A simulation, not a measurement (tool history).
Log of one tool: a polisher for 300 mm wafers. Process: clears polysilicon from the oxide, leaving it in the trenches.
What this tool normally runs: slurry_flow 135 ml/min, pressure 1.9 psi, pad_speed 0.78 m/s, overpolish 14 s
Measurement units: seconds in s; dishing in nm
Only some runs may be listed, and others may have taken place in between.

| run | hour | slurry_flow | pressure | pad_speed | overpolish | incoming thickness of the incoming film, nm | seconds | dishing |
|---|---|---|---|---|---|---|---|---|
| 1 | 0 | 135 | 1.9 | 0.84 | 14 | 554.9 | 81.4 | 43.5 |
| 2 | 39.8 | 135 | 1.9 | 0.78 | 14 | 558 | 90.6 | 41.4 |
| 3 | 87 | 135 | 1.9 | 0.78 | 14 | 563 | 91.4 | 42.1 |
|  | 136.9 | head pressure recalibrated |
|  | 142.7 | worn pad replaced by a new one |
| 4 | 148.7 | 135 | 1.9 | 0.78 | 14 | 556.5 | 86.1 | 42.5 |
| 5 | 189.9 | 135 | 1.9 | 0.78 | 14 | 567.9 | 87.4 | 42 |
| 6 | 240.4 | 135 | 1.9 | 0.78 | 14 | 560.5 | 88.4 | 41.9 |
|  | 270.6 | slurry nozzle cleaned |
| 7 | 311.3 | 135 | 1.9 | 0.78 | 14 | 559.3 | 88.2 | 41.5 |
| 8 | 338.9 | 135 | 1.9 | 0.78 | 14 | 548.7 | 87 | 40.5 |
| 9 | 376.6 | 135 | 1.9 | 0.78 | 14 | 555.1 | 86.7 | 41.6 |
| 10 | 432.6 | 135 | 1.9 | 0.78 | 14 | 566.6 | 90.7 | 43.6 |
| 11 | 487.2 | 135 | 1.9 | 0.78 | 14 | 564.1 | 89.6 | 41.2 |
| 12 | 527.8 | 155 | 1.9 | 0.78 | 14 | 563.6 | 90.1 | 42.4 |
| 13 | 574 | 115 | 1.9 | 0.78 | 14 | 560.8 | 94.2 | 40.7 |
| 14 | 613.2 | 135 | 1.9 | 0.78 | 14 | 559.8 | 92.2 | 40.3 |
|  | 619.1 | worn pad replaced by a new one |
| 15 | 651.4 | 105 | 1.6 | 0.66 | 7 | 558.3 | 127.3 | 23.1 |
|  | 664.9 | slurry nozzle cleaned |
| 16 | 709.6 | 145 | 1.9 | 0.78 | 14 | 558.8 | 85.3 | 42.7 |
| 17 | 738.4 | 180 | 1.4 | 1.02 | 14 | 571 | 87.2 | 42.5 |
| 18 | 769.7 | 135 | 1.9 | 0.84 | 14 | 567.1 | 82.6 | 43 |
| 19 | 838.3 | 135 | 1.9 | 0.88 | 16 | 563.7 | 77.8 | 45.5 |
| 20 | 882.1 | 170 | 1.9 | 0.78 | 8 | 563 | 88.4 | 34 |
| 21 | 951.4 | 135 | 1.9 | 0.78 | 14 | 567.5 | 92 | 43.6 |
| 22 | 1016.5 | 165 | 1.9 | 0.78 | 14 | 567.1 | 90.3 | 42 |
|  | 1051.3 | worn pad replaced by a new one, of another model than before |
| 23 | 1062.3 | 170 | 1.9 | 0.92 | 7 | 569.4 | 76.2 | 31.9 |
| 24 | 1124.1 | 170 | 2.2 | 0.86 | 19 | 554.2 | 70.5 | 49.4 |
|  | 1126.2 | slurry nozzle cleaned |
| 25 | 1166.7 | 135 | 1.9 | 0.86 | 14 | 562.1 | 81.7 | 44.4 |
| 26 | 1219.1 | 135 | 1.9 | 0.78 | 10 | 559.3 | 88.4 | 35.9 |
| 27 | 1256.2 | 135 | 1.9 | 0.78 | 14 | 547.7 | 85.7 | 41.5 |
| 28 | 1312.1 | 135 | 1.9 | 0.78 | 14 | 559.2 | 89.2 | 41.6 |
| 29 | 1341.6 | 135 | 1.6 | 0.78 | 14 | 566.5 | 101.7 | 39.3 |
| 30 | 1388.9 | 170 | 1.9 | 0.78 | 14 | 554.9 | 87.2 | 41.1 |
| 31 | 1418.2 | 95 | 2.1 | 0.78 | 14 | 557.8 | 88.2 | 41.5 |
|  | 1431.8 | head pressure recalibrated |
| 32 | 1460.1 | 135 | 1.9 | 0.92 | 14 | 563.8 | 82 | 43.6 |
| 33 | 1499.5 | 135 | 1.9 | 0.78 | 14 | 557 | 91.9 | 40.8 |
|  | 1534.8 | worn pad replaced by a new one |
| 34 | 1542.9 | 180 | 1.9 | 0.98 | 19 | 551.7 | 70.1 | 49.5 |
|  | 1585.7 | slurry nozzle cleaned |
| 35 | 1610.2 | 135 | 2.5 | 0.9 | 14 | 560.3 | 64.6 | 46.3 |

Exercise: give the hidden state of the tool at every run:
slurry flow missing at the pad, %: 0 in every run
deviation of the head's pressure from its setpoint, %: 0 in every run
H1: removal rate lost through wear of the pad, %
| run | H1 |
|---|---|
| 1 | 2.16 |
| 2 | 2.72 |
| 3 | 3.5 |
| 4 | 0.202 |
| 5 | 0.262 |
| 6 | 0.463 |
| 7 | 0.981 |
| 8 | 1.26 |
| 9 | 1.7 |
| 10 | 2.51 |
| 11 | 3.46 |
| 12 | 4.27 |
| 13 | 5.3 |
| 14 | 6.27 |
| 15 | 0.288 |
| 16 | 0.484 |
| 17 | 0.649 |
| 18 | 0.881 |
| 19 | 1.58 |
| 20 | 2.16 |
| 21 | 3.29 |
| 22 | 4.59 |
| 23 | 0.448 |
| 24 | 0.59 |
| 25 | 0.81 |
| 26 | 1.22 |
| 27 | 1.6 |
| 28 | 2.31 |
| 29 | 2.76 |
| 30 | 3.57 |
| 31 | 4.14 |
| 32 | 5.03 |
| 33 | 5.96 |
| 34 | 0.385 |
| 35 | 0.539 |

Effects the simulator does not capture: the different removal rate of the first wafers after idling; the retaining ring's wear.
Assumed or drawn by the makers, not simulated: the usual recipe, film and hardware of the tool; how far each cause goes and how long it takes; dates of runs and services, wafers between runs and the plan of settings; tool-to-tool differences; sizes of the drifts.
